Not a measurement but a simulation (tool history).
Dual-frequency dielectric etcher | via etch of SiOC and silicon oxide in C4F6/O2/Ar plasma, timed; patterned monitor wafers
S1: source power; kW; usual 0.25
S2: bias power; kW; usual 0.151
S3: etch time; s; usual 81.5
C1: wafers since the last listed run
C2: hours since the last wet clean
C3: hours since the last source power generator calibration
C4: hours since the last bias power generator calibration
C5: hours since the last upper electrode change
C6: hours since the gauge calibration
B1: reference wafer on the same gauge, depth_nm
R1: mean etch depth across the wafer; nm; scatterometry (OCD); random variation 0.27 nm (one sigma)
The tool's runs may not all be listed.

| run | hour | S1 | S2 | S3 | C1 | C2 | C3 | C4 | C5 | C6 | B1 | R1 |
|---|---|---|---|---|---|---|---|---|---|---|---|---|
| 1 | 0 | 0.25 | 0.168 | 81.5 | 0 | 382.5 | 1974.3 | 3676.7 | 2337.4 | 7.9 | 59.4 | 68 |
| 2 | 42.4 | 0.25 | 0.168 | 81.5 | 276 | 424.9 | 2016.7 | 3719.1 | 2379.8 | 50.3 | 59.4 | 67.5 |
| 3 | 101.9 | 0.25 | 0.151 | 81.5 | 387 | 484.4 | 2076.2 | 3778.6 | 2439.3 | 109.8 | 59.3 | 66.2 |
| 4 | 157.7 | 0.25 | 0.151 | 81.5 | 363 | 540.2 | 2132 | 3834.4 | 2495.1 | 165.6 | 59.4 | 66 |
|  | 236 | wet clean of the chamber |
| 5 | 236.5 | 0.3 | 0.151 | 99.5 | 357 | 0.5 | 2210.8 | 3913.2 | 2573.9 | 244.4 | 59.5 | 87.7 |
| 6 | 389.8 | 0.25 | 0.151 | 81.5 | 998 | 153.8 | 2364.1 | 4066.5 | 2727.2 | 397.7 | 59.4 | 65.9 |
| 7 | 414.9 | 0.25 | 0.151 | 81.5 | 163 | 178.9 | 2389.2 | 4091.6 | 2752.3 | 422.8 | 59.4 | 66.5 |
| 8 | 465.3 | 0.25 | 0.151 | 81.5 | 328 | 229.3 | 2439.6 | 4142 | 2802.7 | 473.2 | 59.5 | 65.6 |
| 9 | 520.6 | 0.25 | 0.151 | 81.5 | 360 | 284.6 | 2494.9 | 4197.3 | 2858 | 528.5 | 59.4 | 65.5 |
|  | 621.1 | bias power generator calibrated |
| 10 | 723.4 | 0.25 | 0.151 | 81.5 | 1295 | 487.4 | 2697.7 | 102.3 | 3060.8 | 731.3 | 59.4 | 65.2 |
| 11 | 780.3 | 0.25 | 0.151 | 81.5 | 370 | 544.3 | 2754.6 | 159.2 | 3117.7 | 788.2 | 59.5 | 65.7 |
|  | 840 | wet clean of the chamber |
| 12 | 840.5 | 0.25 | 0.151 | 81.5 | 235 | 0.5 | 2814.8 | 219.4 | 3177.9 | 848.4 | 59.3 | 66 |
| 13 | 874.6 | 0.25 | 0.151 | 81.5 | 222 | 34.6 | 2848.9 | 253.5 | 3212 | 882.5 | 59.5 | 65.4 |
| 14 | 946.6 | 0.25 | 0.151 | 81.5 | 469 | 106.6 | 2920.9 | 325.5 | 3284 | 954.5 | 59.3 | 65.4 |
|  | 994.9 | upper electrode replaced |
| 15 | 998.9 | 0.25 | 0.151 | 81.5 | 184 | 158.9 | 2973.2 | 377.8 | 4 | 1006.8 | 59.3 | 65.5 |
| 16 | 1043 | 0.25 | 0.151 | 81.5 | 287 | 203 | 3017.3 | 421.9 | 48.1 | 1050.9 | 59.4 | 64.8 |
| 17 | 1098.1 | 0.25 | 0.151 | 81.5 | 359 | 258.1 | 3072.4 | 477 | 103.2 | 1106 | 59.4 | 65 |
| 18 | 1145 | 0.27 | 0.184 | 94 | 305 | 305 | 3119.3 | 523.9 | 150.1 | 1152.9 | 59.5 | 80.3 |
| 19 | 1181.1 | 0.25 | 0.151 | 81.5 | 235 | 341.1 | 3155.4 | 560 | 186.2 | 1189 | 59.3 | 65.1 |
|  | 1198.2 | source power generator calibrated |
| 20 | 1213.1 | 0.23 | 0.129 | 64.5 | 182 | 373.1 | 14.9 | 592 | 218.2 | 1221 | 59.3 | 49.9 |
| 21 | 1266 | 0.25 | 0.151 | 81.5 | 344 | 426 | 67.8 | 644.9 | 271.1 | 1273.9 | 59.3 | 67.4 |
| 22 | 1332.8 | 0.2 | 0.151 | 81.5 | 435 | 492.8 | 134.6 | 711.7 | 337.9 | 1340.7 | 59.4 | 60.9 |
|  | 1371.9 | wet clean of the chamber |
| 23 | 1377.7 | 0.25 | 0.123 | 98.5 | 136 | 5.8 | 179.5 | 756.6 | 382.8 | 1385.6 | 59.4 | 78 |
|  | 1390.5 | gauge calibrated |
| 24 | 1446.5 | 0.25 | 0.179 | 104 | 448 | 74.6 | 248.3 | 825.4 | 451.6 | 56 | 59.4 | 87.9 |
| 25 | 1507.2 | 0.25 | 0.134 | 73.5 | 395 | 135.3 | 309 | 886.1 | 512.3 | 116.7 | 59.4 | 59.4 |
| 26 | 1541.7 | 0.25 | 0.151 | 81.5 | 224 | 169.8 | 343.5 | 920.6 | 546.8 | 151.2 | 59.4 | 66.8 |
| 27 | 1574.3 | 0.25 | 0.178 | 81.5 | 212 | 202.4 | 376.1 | 953.2 | 579.4 | 183.8 | 59.4 | 69.3 |
| 28 | 1605.1 | 0.3 | 0.161 | 64 | 200 | 233.2 | 406.9 | 984 | 610.2 | 214.6 | 59.4 | 57.4 |
| 29 | 1637.8 | 0.25 | 0.151 | 81.5 | 213 | 265.9 | 439.6 | 1016.7 | 642.9 | 247.3 | 59.5 | 66.8 |
| 30 | 1708.6 | 0.25 | 0.151 | 96 | 461 | 336.7 | 510.4 | 1087.5 | 713.7 | 318.1 | 59.4 | 79 |
| 31 | 1769 | 0.21 | 0.151 | 91 | 393 | 397.1 | 570.8 | 1147.9 | 774.1 | 378.5 | 59.5 | 68.5 |

The same runs without the tool's hidden state, with the same run-to-run variation:
The hidden state here: etch rate over this chamber's usual, %; source power that arrives over what is set, %; bias power that arrives over what is set, %; gauge reads high (%).
| run | R1 |
|---|---|
| 1 | 68.7 |
| 2 | 68.3 |
| 3 | 67 |
| 4 | 66.8 |
| 5 | 88.9 |
| 6 | 66.9 |
| 7 | 67.5 |
| 8 | 66.6 |
| 9 | 66.7 |
| 10 | 66.5 |
| 11 | 67.1 |
| 12 | 67.4 |
| 13 | 66.9 |
| 14 | 67 |
| 15 | 67.1 |
| 16 | 66.5 |
| 17 | 66.8 |
| 18 | 82.5 |
| 19 | 67 |
| 20 | 50 |
| 21 | 67.6 |
| 22 | 61 |
| 23 | 78.2 |
| 24 | 88.1 |
| 25 | 59.6 |
| 26 | 67 |
| 27 | 69.5 |
| 28 | 57.6 |
| 29 | 67 |
| 30 | 79.2 |
| 31 | 68.7 |

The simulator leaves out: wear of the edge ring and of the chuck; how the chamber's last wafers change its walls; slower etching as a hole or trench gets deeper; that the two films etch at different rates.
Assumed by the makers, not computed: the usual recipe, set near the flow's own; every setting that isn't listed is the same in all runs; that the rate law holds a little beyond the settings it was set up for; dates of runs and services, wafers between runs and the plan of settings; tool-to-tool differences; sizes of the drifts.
